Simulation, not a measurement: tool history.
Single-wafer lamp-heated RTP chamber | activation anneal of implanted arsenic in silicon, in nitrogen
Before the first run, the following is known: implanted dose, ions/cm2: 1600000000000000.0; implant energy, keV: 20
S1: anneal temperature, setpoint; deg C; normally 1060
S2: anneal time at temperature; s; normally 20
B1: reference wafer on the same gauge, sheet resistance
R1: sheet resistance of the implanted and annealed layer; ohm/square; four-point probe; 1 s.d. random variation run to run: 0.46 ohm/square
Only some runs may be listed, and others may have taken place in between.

| run | day | S1 | S2 | B1 | R1 |
|---|---|---|---|---|---|
| 1 | 0.000 | 1060 | 20 | 84.39 | 88.93 |
| 2 | 1.196 | 1060 | 20 | 84.34 | 89.68 |
| 3 | 2.738 | 1051 | 13 | 84.50 | 98.26 |
| 4 | 5.512 | 1051 | 13 | 84.39 | 97.04 |
| 5 | 6.567 | 1051 | 13 | 84.37 | 97.44 |
| 6 | 8.525 | 1060 | 27 | 84.35 | 84.20 |
| 7 | 10.054 | 1060 | 27 | 84.49 | 84.72 |
| 8 | 11.725 | 1060 | 27 | 84.32 | 84.59 |
| 9 | 14.579 | 1041 | 28 | 84.36 | 89.81 |
|  | 16.233 | gauge calibrated |
| 10 | 16.971 | 1041 | 28 | 84.34 | 89.87 |
|  | 17.479 | pyrometer window cleaned and pyrometer calibrated |
|  | 18.062 | reflector plate cleaned |
| 11 | 18.083 | 1041 | 28 | 84.54 | 92.66 |
| 12 | 20.825 | 1038 | 20 | 84.28 | 97.78 |
| 13 | 22.446 | 1038 | 20 | 84.50 | 97.24 |
| 14 | 24.758 | 1068 | 31 | 84.28 | 80.38 |
| 15 | 25.900 | 1060 | 20 | 84.43 | 88.38 |
| 16 | 27.412 | 1060 | 20 | 84.48 | 88.24 |
| 17 | 29.279 | 1060 | 20 | 84.53 | 88.20 |
| 18 | 31.404 | 1060 | 16 | 84.32 | 91.03 |
| 19 | 32.592 | 1077 | 24 | 84.23 | 80.37 |
| 20 | 33.758 | 1043 | 24 | 84.31 | 91.11 |
| 21 | 35.212 | 1050 | 26 | 84.42 | 87.97 |
|  | 36.962 | pyrometer window cleaned and pyrometer calibrated |
| 22 | 37.183 | 1060 | 20 | 84.35 | 88.37 |
| 23 | 39.025 | 1034 | 13 | 84.27 | 103.46 |
| 24 | 40.733 | 1038 | 20 | 84.35 | 95.08 |
|  | 41.708 | reflector plate cleaned |
| 25 | 42.296 | 1075 | 15 | 84.48 | 90.05 |
| 26 | 44.146 | 1074 | 20 | 84.38 | 85.35 |

Each row is a separate what-if for the run after 26, all from the same tool condition, not one after another. Results?
| A | 44.162 | 1060 | 13 | ? | ? |
| B | 44.162 | 1071 | 20 | ? | ? |
| C | 44.162 | 1080 | 20 | ? | ? |
| D | 44.162 | 1035 | 28 | ? | ? |
| E | 44.162 | 1087 | 20 | ? | ? |

| run | B1 | R1 |
|---|---|---|
| A | 84.36 | 96.28 |
| B | 84.36 | 86.76 |
| C | 84.36 | 84.17 |
| D | 84.36 | 94.04 |
| E | 84.36 | 82.32 |
What these runs would have given with no unlogged condition in the tool:
| run | R1 |
|---|---|
| A | 97.38 |
| B | 87.72 |
| C | 85.05 |
| D | 95.21 |
| E | 83.14 |
